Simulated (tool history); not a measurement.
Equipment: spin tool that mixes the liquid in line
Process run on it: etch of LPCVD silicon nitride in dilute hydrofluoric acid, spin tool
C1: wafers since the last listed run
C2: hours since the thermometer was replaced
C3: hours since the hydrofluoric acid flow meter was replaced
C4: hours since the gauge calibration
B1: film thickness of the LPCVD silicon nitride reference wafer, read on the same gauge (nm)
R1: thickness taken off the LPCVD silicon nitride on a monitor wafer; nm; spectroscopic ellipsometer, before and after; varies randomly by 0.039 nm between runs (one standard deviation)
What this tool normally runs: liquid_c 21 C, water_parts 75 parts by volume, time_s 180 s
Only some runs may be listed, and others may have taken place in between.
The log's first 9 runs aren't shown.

At hour 688.4: gauge calibrated.
Run 10, hour 705.9: usual settings but liquid_c 24.5 C, water_parts 55 parts by volume; C1 410; C2 1065; C3 852.5; C4 17.5; B1 69.993. Result: R1 1.985 nm.
At hour 710.3: thermometer replaced.
Run 11, hour 788.6: usual settings but liquid_c 24.5 C, water_parts 55 parts by volume; C1 511; C2 78.3; C3 935.2; C4 100.2; B1 69.98. Result: R1 1.83 nm.
Run 12, hour 888.4: usual settings but water_parts 100 parts by volume, time_s 270 s; C1 624; C2 178.1; C3 1035; C4 200; B1 69.983. Result: R1 1.23 nm.
Run 13, hour 992.6: usual settings but water_parts 115 parts by volume, time_s 140 s; C1 652; C2 282.3; C3 1139.2; C4 304.2; B1 69.987. Result: R1 0.517 nm.
Run 14, hour 1079: usual settings but time_s 115 s; C1 540; C2 368.7; C3 1225.6; C4 390.6; B1 70.032. Result: R1 0.674 nm.
At hour 1112.2: hydrofluoric acid flow meter replaced.
Run 15, hour 1151.8: usual settings but liquid_c 17.5 C; C1 449; C2 441.5; C3 39.6; C4 463.4; B1 70.019. Result: R1 0.901 nm.
Run 16, hour 1237.4: usual settings; C1 535; C2 527.1; C3 125.2; C4 549; B1 70.01. Result: R1 1.046 nm.
Run 17, hour 1288.3: usual settings but liquid_c 22.5 C, time_s 105 s; C1 318; C2 578; C3 176.1; C4 599.9; B1 70.022. Result: R1 0.722 nm.
Run 18, hour 1362.4: usual settings but liquid_c 24.5 C, water_parts 100 parts by volume, time_s 260 s; C1 463; C2 652.1; C3 250.2; C4 674; B1 69.996. Result: R1 1.515 nm.
Run 19, hour 1435.8: usual settings but liquid_c 19 C, water_parts 100 parts by volume, time_s 290 s; C1 459; C2 725.5; C3 323.6; C4 747.4; B1 70.002. Result: R1 1.131 nm.
Run 20, hour 1500.5: usual settings but liquid_c 25.5 C, time_s 120 s; C1 404; C2 790.2; C3 388.3; C4 812.1; B1 70.004. Result: R1 0.929 nm.
Run 21, hour 1705.4: usual settings but time_s 255 s; C1 1282; C2 995.1; C3 593.2; C4 1017; B1 70.001. Result: R1 1.527 nm.
Run 22, hour 1769.1: usual settings; C1 398; C2 1058.8; C3 656.9; C4 1080.7; B1 70.017. Result: R1 1.024 nm.
Run 23, hour 1834.5: usual settings but liquid_c 17.5 C, water_parts 40 parts by volume, time_s 100 s; C1 409; C2 1124.2; C3 722.3; C4 1146.1; B1 69.981. Result: R1 0.838 nm.
At hour 1898.7: thermometer replaced.
Run 24, hour 1935.1: usual settings but liquid_c 23.5 C, water_parts 55 parts by volume; C1 623; C2 36.4; C3 822.9; C4 1246.7; B1 70.04. Result: R1 1.613 nm.
Run 25, hour 2032.2: usual settings but liquid_c 24 C, water_parts 55 parts by volume; C1 607; C2 133.5; C3 920; C4 1343.8; B1 70.02. Result: R1 1.792 nm.
Run 26, hour 2091.3: usual settings but water_parts 100 parts by volume, time_s 270 s; C1 369; C2 192.6; C3 979.1; C4 1402.9; B1 69.99. Result: R1 1.21 nm.
Run 27, hour 2170.4: usual settings but liquid_c 18.5 C, water_parts 100 parts by volume, time_s 275 s; C1 495; C2 271.7; C3 1058.2; C4 1482; B1 69.981. Result: R1 1.031 nm.
Run 28, hour 2231.6: usual settings but liquid_c 17 C, water_parts 105 parts by volume; C1 383; C2 332.9; C3 1119.4; C4 1543.2; B1 69.967. Result: R1 0.577 nm.
At hour 2342.2: hydrofluoric acid flow meter replaced.
Run 29, hour 2356.4: usual settings; C1 774; C2 457.7; C3 14.2; C4 1668; B1 70.027. Result: R1 1.09 nm.
Run 30, hour 2461.8: usual settings but liquid_c 17.5 C, water_parts 50 parts by volume, time_s 290 s; C1 659; C2 563.1; C3 119.6; C4 1773.4; B1 69.986. Result: R1 2.064 nm.
Run 31, hour 2498: usual settings but water_parts 110 parts by volume; C1 226; C2 599.3; C3 155.8; C4 1809.6; B1 70.017. Result: R1 0.73 nm.
Run 32, hour 2545: usual settings but time_s 130 s; C1 294; C2 646.3; C3 202.8; C4 1856.6; B1 69.992. Result: R1 0.769 nm.

Predict each of these 4 candidate next runs independently; none follows another, all start after run 32:
Run A, hour 2545.5: usual settings; C1 3; C2 646.8; C3 203.3; C4 1857.1; B1 ?. Result: R1 ?.
Run B, hour 2545.5: usual settings but liquid_c 23 C, water_parts 100 parts by volume, time_s 125 s; C1 3; C2 646.8; C3 203.3; C4 1857.1; B1 ?. Result: R1 ?.
Run C, hour 2545.5: usual settings but water_parts 115 parts by volume; C1 3; C2 646.8; C3 203.3; C4 1857.1; B1 ?. Result: R1 ?.
Run D, hour 2545.5: usual settings but time_s 260 s; C1 3; C2 646.8; C3 203.3; C4 1857.1; B1 ?. Result: R1 ?.

run      B1     R1
  A  69.982  1.094
  B  69.982  0.655
  C  69.982   0.72
  D  69.982   1.58
With the hidden condition removed and each run's random variation left untouched, the same runs would have given:
run     R1
  A  1.094
  B  0.655
  C   0.72
  D   1.58
